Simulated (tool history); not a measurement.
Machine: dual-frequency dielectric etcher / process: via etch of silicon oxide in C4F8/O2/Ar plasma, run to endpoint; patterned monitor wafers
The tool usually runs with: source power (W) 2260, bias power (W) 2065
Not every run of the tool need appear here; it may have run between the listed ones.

run	hour	source power (W)	bias power (W)	incoming incoming film thickness, nm	endpoint time (s)
1	0.0	2260	2065	1090.3	187.5
2	16.4	2260	2065	1093.4	185.9
3	42.9	2260	2065	1079.2	182.9
4	69.8	2260	2065	1067.9	182.3
5	95.3	2260	2065	1079.6	185.4
6	111.6	2260	2065	1083.7	188.2
7	125.1	2260	2065	1075.7	184.4
# hour 150.7: wet clean of the chamber
# hour 161.8: upper electrode replaced
8	162.3	1770	2507	1089.4	198.5
9	162.7	2730	2245	1077.3	166.2
# hour 169.0: bias power generator calibrated
10	184.2	2400	2508	1075.8	168.4
# hour 189.4: source power generator calibrated
11	197.1	2040	1736	1076.9	202.0
12	270.1	2610	1780	1082.6	179.6
13	296.8	2260	2065	1076.7	184.3
14	311.1	2530	1788	1075.3	180.7

3 ways to go on from here, each from the tool as it stands after run 14. What would each give?
A	311.6	2260	2515	1085.7	?
B	311.6	2260	2394	1085.7	?
C	311.6	2260	1811	1085.7	?

run	endpoint time (s)
A	178.0
B	180.6
C	195.2
Take away the tool's hidden state, keep each run's random variation, and the runs would have read:
run	endpoint time (s)
A	178.0
B	180.6
C	195.2
